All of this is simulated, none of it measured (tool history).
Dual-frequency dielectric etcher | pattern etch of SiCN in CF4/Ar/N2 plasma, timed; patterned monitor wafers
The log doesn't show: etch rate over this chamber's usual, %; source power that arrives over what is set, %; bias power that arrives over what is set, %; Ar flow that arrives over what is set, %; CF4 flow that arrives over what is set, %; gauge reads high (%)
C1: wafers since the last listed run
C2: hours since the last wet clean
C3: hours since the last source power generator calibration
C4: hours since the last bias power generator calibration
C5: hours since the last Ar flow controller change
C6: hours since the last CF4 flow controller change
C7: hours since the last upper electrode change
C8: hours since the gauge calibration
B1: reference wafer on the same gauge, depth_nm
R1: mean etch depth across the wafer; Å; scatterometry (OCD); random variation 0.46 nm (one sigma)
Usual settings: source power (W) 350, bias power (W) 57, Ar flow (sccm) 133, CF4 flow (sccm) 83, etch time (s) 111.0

{"run": 1, "day": 0.0, "source power (W)": 350, "bias power (W)": 57, "Ar flow (sccm)": 156, "CF4 flow (sccm)": 83, "etch time (s)": 97.5, "C1": 0, "C2": 298.2, "C3": 1140.9, "C4": 3915.5, "C5": 255.5, "C6": 1159.6, "C7": 79.7, "C8": 3130.7, "B1": 72.1, "R1": 578}
{"run": 2, "day": 4.267, "source power (W)": 350, "bias power (W)": 57, "Ar flow (sccm)": 160, "CF4 flow (sccm)": 83, "etch time (s)": 111.0, "C1": 1100, "C2": 400.6, "C3": 1243.3, "C4": 4017.9, "C5": 357.9, "C6": 1262.0, "C7": 182.1, "C8": 3233.1, "B1": 72.1, "R1": 647}
{"run": 3, "day": 8.217, "source power (W)": 370, "bias power (W)": 57, "Ar flow (sccm)": 118, "CF4 flow (sccm)": 73, "etch time (s)": 111.0, "C1": 1018, "C2": 495.4, "C3": 1338.1, "C4": 4112.7, "C5": 452.7, "C6": 1356.8, "C7": 276.9, "C8": 3327.9, "B1": 72.1, "R1": 728}
{"run": 4, "day": 12.025, "source power (W)": 280, "bias power (W)": 57, "Ar flow (sccm)": 157, "CF4 flow (sccm)": 70, "etch time (s)": 111.0, "C1": 981, "C2": 586.8, "C3": 1429.5, "C4": 4204.1, "C5": 544.1, "C6": 1448.2, "C7": 368.3, "C8": 3419.3, "B1": 72.0, "R1": 486}
{"day": 16.729, "done": "wet clean of the chamber"}
{"run": 5, "day": 22.875, "source power (W)": 350, "bias power (W)": 57, "Ar flow (sccm)": 133, "CF4 flow (sccm)": 83, "etch time (s)": 111.0, "C1": 2539, "C2": 147.5, "C3": 1689.9, "C4": 4464.5, "C5": 804.5, "C6": 1708.6, "C7": 628.7, "C8": 3679.7, "B1": 72.1, "R1": 683}
{"day": 23.171, "done": "bias power generator calibrated"}
{"run": 6, "day": 24.538, "source power (W)": 350, "bias power (W)": 57, "Ar flow (sccm)": 133, "CF4 flow (sccm)": 83, "etch time (s)": 111.0, "C1": 385, "C2": 187.4, "C3": 1729.8, "C4": 32.8, "C5": 844.4, "C6": 1748.5, "C7": 668.6, "C8": 3719.6, "B1": 71.9, "R1": 659}
{"run": 7, "day": 27.604, "source power (W)": 350, "bias power (W)": 68, "Ar flow (sccm)": 113, "CF4 flow (sccm)": 75, "etch time (s)": 143.5, "C1": 790, "C2": 261.0, "C3": 1803.4, "C4": 106.4, "C5": 918.0, "C6": 1822.1, "C7": 742.2, "C8": 3793.2, "B1": 72.0, "R1": 966}
{"run": 8, "day": 32.096, "source power (W)": 350, "bias power (W)": 57, "Ar flow (sccm)": 147, "CF4 flow (sccm)": 83, "etch time (s)": 111.0, "C1": 1158, "C2": 368.8, "C3": 1911.2, "C4": 214.2, "C5": 1025.8, "C6": 1929.9, "C7": 850.0, "C8": 3901.0, "B1": 72.0, "R1": 659}
{"day": 32.517, "done": "gauge calibrated"}
{"run": 9, "day": 34.3, "source power (W)": 310, "bias power (W)": 57, "Ar flow (sccm)": 133, "CF4 flow (sccm)": 83, "etch time (s)": 111.0, "C1": 568, "C2": 421.7, "C3": 1964.1, "C4": 267.1, "C5": 1078.7, "C6": 1982.8, "C7": 902.9, "C8": 42.8, "B1": 71.8, "R1": 587}
{"day": 36.292, "done": "source power generator calibrated"}
{"run": 10, "day": 37.754, "source power (W)": 350, "bias power (W)": 51, "Ar flow (sccm)": 116, "CF4 flow (sccm)": 98, "etch time (s)": 120.5, "C1": 847, "C2": 504.6, "C3": 35.1, "C4": 350.0, "C5": 1161.6, "C6": 2065.7, "C7": 985.8, "C8": 125.7, "B1": 72.0, "R1": 740}
{"day": 40.942, "done": "CF4 flow controller replaced"}
{"day": 41.975, "done": "wet clean of the chamber"}
{"run": 11, "day": 41.996, "source power (W)": 410, "bias power (W)": 57, "Ar flow (sccm)": 133, "CF4 flow (sccm)": 94, "etch time (s)": 111.0, "C1": 771, "C2": 0.5, "C3": 136.9, "C4": 451.8, "C5": 1263.4, "C6": 25.3, "C7": 1087.6, "C8": 227.5, "B1": 71.9, "R1": 809}
{"run": 12, "day": 44.325, "source power (W)": 350, "bias power (W)": 57, "Ar flow (sccm)": 133, "CF4 flow (sccm)": 83, "etch time (s)": 86.5, "C1": 600, "C2": 56.4, "C3": 192.8, "C4": 507.7, "C5": 1319.3, "C6": 81.2, "C7": 1143.5, "C8": 283.4, "B1": 71.9, "R1": 531}
{"run": 13, "day": 47.371, "source power (W)": 350, "bias power (W)": 52, "Ar flow (sccm)": 133, "CF4 flow (sccm)": 67, "etch time (s)": 111.0, "C1": 785, "C2": 129.5, "C3": 265.9, "C4": 580.8, "C5": 1392.4, "C6": 154.3, "C7": 1216.6, "C8": 356.5, "B1": 72.0, "R1": 590}
{"run": 14, "day": 51.871, "source power (W)": 350, "bias power (W)": 57, "Ar flow (sccm)": 133, "CF4 flow (sccm)": 83, "etch time (s)": 128.0, "C1": 1160, "C2": 237.5, "C3": 373.9, "C4": 688.8, "C5": 1500.4, "C6": 262.3, "C7": 1324.6, "C8": 464.5, "B1": 72.0, "R1": 772}
{"run": 15, "day": 54.45, "source power (W)": 400, "bias power (W)": 45, "Ar flow (sccm)": 133, "CF4 flow (sccm)": 83, "etch time (s)": 144.5, "C1": 664, "C2": 299.4, "C3": 435.8, "C4": 750.7, "C5": 1562.3, "C6": 324.2, "C7": 1386.5, "C8": 526.4, "B1": 71.9, "R1": 881}
{"run": 16, "day": 57.992, "source power (W)": 350, "bias power (W)": 57, "Ar flow (sccm)": 133, "CF4 flow (sccm)": 83, "etch time (s)": 111.0, "C1": 913, "C2": 384.4, "C3": 520.8, "C4": 835.7, "C5": 1647.3, "C6": 409.2, "C7": 1471.5, "C8": 611.4, "B1": 72.0, "R1": 673}
{"run": 17, "day": 60.804, "source power (W)": 350, "bias power (W)": 68, "Ar flow (sccm)": 133, "CF4 flow (sccm)": 83, "etch time (s)": 79.0, "C1": 725, "C2": 451.9, "C3": 588.3, "C4": 903.2, "C5": 1714.8, "C6": 476.7, "C7": 1539.0, "C8": 678.9, "B1": 72.0, "R1": 530}
{"run": 18, "day": 62.908, "source power (W)": 350, "bias power (W)": 65, "Ar flow (sccm)": 133, "CF4 flow (sccm)": 83, "etch time (s)": 111.0, "C1": 542, "C2": 502.4, "C3": 638.8, "C4": 953.7, "C5": 1765.3, "C6": 527.2, "C7": 1589.5, "C8": 729.4, "B1": 72.0, "R1": 721}
{"run": 19, "day": 66.638, "source power (W)": 370, "bias power (W)": 57, "Ar flow (sccm)": 118, "CF4 flow (sccm)": 73, "etch time (s)": 111.0, "C1": 961, "C2": 591.9, "C3": 728.3, "C4": 1043.2, "C5": 1854.8, "C6": 616.7, "C7": 1679.0, "C8": 818.9, "B1": 71.9, "R1": 716}
{"run": 20, "day": 68.296, "source power (W)": 350, "bias power (W)": 46, "Ar flow (sccm)": 133, "CF4 flow (sccm)": 83, "etch time (s)": 111.0, "C1": 427, "C2": 631.7, "C3": 768.1, "C4": 1083.0, "C5": 1894.6, "C6": 656.5, "C7": 1718.8, "C8": 858.7, "B1": 72.1, "R1": 595}
{"day": 69.421, "done": "wet clean of the chamber"}
{"run": 21, "day": 72.104, "source power (W)": 410, "bias power (W)": 70, "Ar flow (sccm)": 143, "CF4 flow (sccm)": 83, "etch time (s)": 131.0, "C1": 724, "C2": 64.4, "C3": 859.5, "C4": 1174.4, "C5": 1986.0, "C6": 747.9, "C7": 1810.2, "C8": 950.1, "B1": 72.0, "R1": 1009}

What the log doesn't show, run by run:
etch rate over this chamber's usual, %: 0 in every run
source power that arrives over what is set, %: 0 in every run
Ar flow that arrives over what is set, %: 0 in every run
CF4 flow that arrives over what is set, %: 0 in every run
gauge reads high (%): 0 in every run
H1: bias power that arrives over what is set, %
run=1 H1=3.61
run=2 H1=3.74
run=3 H1=3.85
run=4 H1=3.96
run=5 H1=4.28
run=6 H1=0.292
run=7 H1=0.381
run=8 H1=0.511
run=9 H1=0.575
run=10 H1=0.675
run=11 H1=0.798
run=12 H1=0.865
run=13 H1=0.954
run=14 H1=1.08
run=15 H1=1.16
run=16 H1=1.26
run=17 H1=1.34
run=18 H1=1.4
run=19 H1=1.51
run=20 H1=1.56
run=21 H1=1.67
